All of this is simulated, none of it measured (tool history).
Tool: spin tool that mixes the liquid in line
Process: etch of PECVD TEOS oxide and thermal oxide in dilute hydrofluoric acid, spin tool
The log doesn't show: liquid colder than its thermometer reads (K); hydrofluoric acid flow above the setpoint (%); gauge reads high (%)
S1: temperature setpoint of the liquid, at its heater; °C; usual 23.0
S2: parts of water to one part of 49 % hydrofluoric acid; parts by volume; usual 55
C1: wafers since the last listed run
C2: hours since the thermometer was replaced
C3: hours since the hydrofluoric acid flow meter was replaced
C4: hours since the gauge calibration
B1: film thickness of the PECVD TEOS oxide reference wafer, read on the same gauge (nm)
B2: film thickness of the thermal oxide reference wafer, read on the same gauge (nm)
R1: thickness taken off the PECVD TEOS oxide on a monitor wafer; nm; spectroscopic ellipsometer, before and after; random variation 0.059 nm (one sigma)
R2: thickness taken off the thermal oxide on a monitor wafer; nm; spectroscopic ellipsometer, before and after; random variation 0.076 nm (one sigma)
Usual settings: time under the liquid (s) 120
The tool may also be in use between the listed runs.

run 1 hour=0.0 | S1=23.0 S2=55 time_under_the_liquid_(s)=120 | C1=0 C2=1896.4 C3=1107.1 C4=557.5 | B1=110.01 B2=80.02 | R1=16.67 R2=9.81
run 2 hour=35.0 | S1=23.0 S2=55 time_under_the_liquid_(s)=120 | C1=432 C2=1931.4 C3=1142.1 C4=592.5 | B1=110.01 B2=80.03 | R1=16.63 R2=9.96
run 3 hour=63.1 | S1=23.0 S2=55 time_under_the_liquid_(s)=165 | C1=347 C2=1959.5 C3=1170.2 C4=620.6 | B1=109.98 B2=79.97 | R1=22.80 R2=13.58
run 4 hour=111.2 | S1=23.0 S2=55 time_under_the_liquid_(s)=120 | C1=594 C2=2007.6 C3=1218.3 C4=668.7 | B1=110.03 B2=80.00 | R1=16.59 R2=10.01
run 5 hour=176.2 | S1=23.0 S2=55 time_under_the_liquid_(s)=120 | C1=802 C2=2072.6 C3=1283.3 C4=733.7 | B1=109.98 B2=80.01 | R1=16.48 R2=9.98
run 6 hour=215.9 | S1=23.0 S2=55 time_under_the_liquid_(s)=65 | C1=490 C2=2112.3 C3=1323.0 C4=773.4 | B1=110.02 B2=80.00 | R1=8.97 R2=5.41
-- hour=276.3 thermometer replaced
run 7 hour=285.4 | S1=26.5 S2=55 time_under_the_liquid_(s)=120 | C1=846 C2=9.1 C3=1392.5 C4=842.9 | B1=110.00 B2=80.01 | R1=19.92 R2=12.23
run 8 hour=340.7 | S1=26.5 S2=55 time_under_the_liquid_(s)=120 | C1=683 C2=64.4 C3=1447.8 C4=898.2 | B1=110.05 B2=79.98 | R1=20.03 R2=11.97
run 9 hour=410.9 | S1=21.5 S2=55 time_under_the_liquid_(s)=120 | C1=867 C2=134.6 C3=1518.0 C4=968.4 | B1=110.01 B2=79.99 | R1=16.16 R2=9.79
run 10 hour=464.4 | S1=21.5 S2=55 time_under_the_liquid_(s)=120 | C1=660 C2=188.1 C3=1571.5 C4=1021.9 | B1=110.00 B2=80.02 | R1=16.24 R2=9.96
-- hour=514.9 hydrofluoric acid flow meter replaced
run 11 hour=520.0 | S1=21.5 S2=55 time_under_the_liquid_(s)=120 | C1=674 C2=243.7 C3=5.1 C4=1077.5 | B1=110.04 B2=80.01 | R1=16.24 R2=9.87
run 12 hour=579.3 | S1=23.0 S2=65 time_under_the_liquid_(s)=120 | C1=732 C2=303.0 C3=64.4 C4=1136.8 | B1=110.01 B2=79.99 | R1=14.39 R2=8.65
-- hour=622.3 gauge calibrated
run 13 hour=623.9 | S1=21.5 S2=55 time_under_the_liquid_(s)=120 | C1=550 C2=347.6 C3=109.0 C4=1.6 | B1=109.97 B2=80.01 | R1=16.31 R2=9.80
run 14 hour=678.0 | S1=24.5 S2=65 time_under_the_liquid_(s)=120 | C1=668 C2=401.7 C3=163.1 C4=55.7 | B1=109.97 B2=80.00 | R1=15.36 R2=9.20
run 15 hour=734.6 | S1=23.0 S2=55 time_under_the_liquid_(s)=120 | C1=699 C2=458.3 C3=219.7 C4=112.3 | B1=110.00 B2=80.00 | R1=17.25 R2=10.45
run 16 hour=805.6 | S1=27.0 S2=85 time_under_the_liquid_(s)=150 | C1=877 C2=529.3 C3=290.7 C4=183.3 | B1=109.99 B2=79.97 | R1=15.62 R2=9.52
run 17 hour=863.9 | S1=23.0 S2=55 time_under_the_liquid_(s)=120 | C1=720 C2=587.6 C3=349.0 C4=241.6 | B1=109.97 B2=80.03 | R1=17.29 R2=10.42
run 18 hour=923.2 | S1=21.5 S2=45 time_under_the_liquid_(s)=120 | C1=732 C2=646.9 C3=408.3 C4=300.9 | B1=110.02 B2=80.00 | R1=19.79 R2=11.92
run 19 hour=1013.8 | S1=23.0 S2=55 time_under_the_liquid_(s)=120 | C1=1119 C2=737.5 C3=498.9 C4=391.5 | B1=109.94 B2=79.99 | R1=17.13 R2=10.17
run 20 hour=1048.4 | S1=23.0 S2=85 time_under_the_liquid_(s)=100 | C1=427 C2=772.1 C3=533.5 C4=426.1 | B1=110.01 B2=79.99 | R1=8.88 R2=5.32
run 21 hour=1116.0 | S1=23.0 S2=55 time_under_the_liquid_(s)=120 | C1=835 C2=839.7 C3=601.1 C4=493.7 | B1=110.02 B2=80.02 | R1=17.01 R2=10.26
run 22 hour=1142.7 | S1=23.0 S2=55 time_under_the_liquid_(s)=120 | C1=329 C2=866.4 C3=627.8 C4=520.4 | B1=109.99 B2=80.02 | R1=16.92 R2=10.22
run 23 hour=1176.5 | S1=21.0 S2=55 time_under_the_liquid_(s)=120 | C1=417 C2=900.2 C3=661.6 C4=554.2 | B1=110.02 B2=79.99 | R1=15.65 R2=9.42
run 24 hour=1222.1 | S1=20.0 S2=35 time_under_the_liquid_(s)=165 | C1=563 C2=945.8 C3=707.2 C4=599.8 | B1=110.01 B2=80.00 | R1=33.18 R2=19.72
run 25 hour=1262.6 | S1=20.5 S2=55 time_under_the_liquid_(s)=120 | C1=500 C2=986.3 C3=747.7 C4=640.3 | B1=110.00 B2=80.00 | R1=15.35 R2=9.06
run 26 hour=1287.9 | S1=27.5 S2=55 time_under_the_liquid_(s)=80 | C1=312 C2=1011.6 C3=773.0 C4=665.6 | B1=109.96 B2=80.03 | R1=13.57 R2=8.17

4 ways to go on from here, each from the tool as it stands after run 26. What would each give?
run A hour=1288.4 | S1=23.0 S2=55 time_under_the_liquid_(s)=120 | C1=6 C2=1012.1 C3=773.5 C4=666.1 | B1=? B2=? | R1=? R2=?
run B hour=1288.4 | S1=23.0 S2=55 time_under_the_liquid_(s)=90 | C1=6 C2=1012.1 C3=773.5 C4=666.1 | B1=? B2=? | R1=? R2=?
run C hour=1288.4 | S1=26.5 S2=80 time_under_the_liquid_(s)=140 | C1=6 C2=1012.1 C3=773.5 C4=666.1 | B1=? B2=? | R1=? R2=?
run D hour=1288.4 | S1=23.0 S2=80 time_under_the_liquid_(s)=120 | C1=6 C2=1012.1 C3=773.5 C4=666.1 | B1=? B2=? | R1=? R2=?

run=A B1=110.01 B2=80.00 R1=16.85 R2=10.16
run=B B1=110.01 B2=80.00 R1=12.64 R2=7.62
run=C B1=110.01 B2=80.00 R1=15.09 R2=9.10
run=D B1=110.01 B2=80.00 R1=11.23 R2=6.78
Without the tool's hidden state the same runs would have given:
run=A R1=17.44 R2=10.52
run=B R1=13.08 R2=7.89
run=C R1=15.59 R2=9.40
run=D R1=11.62 R2=7.01
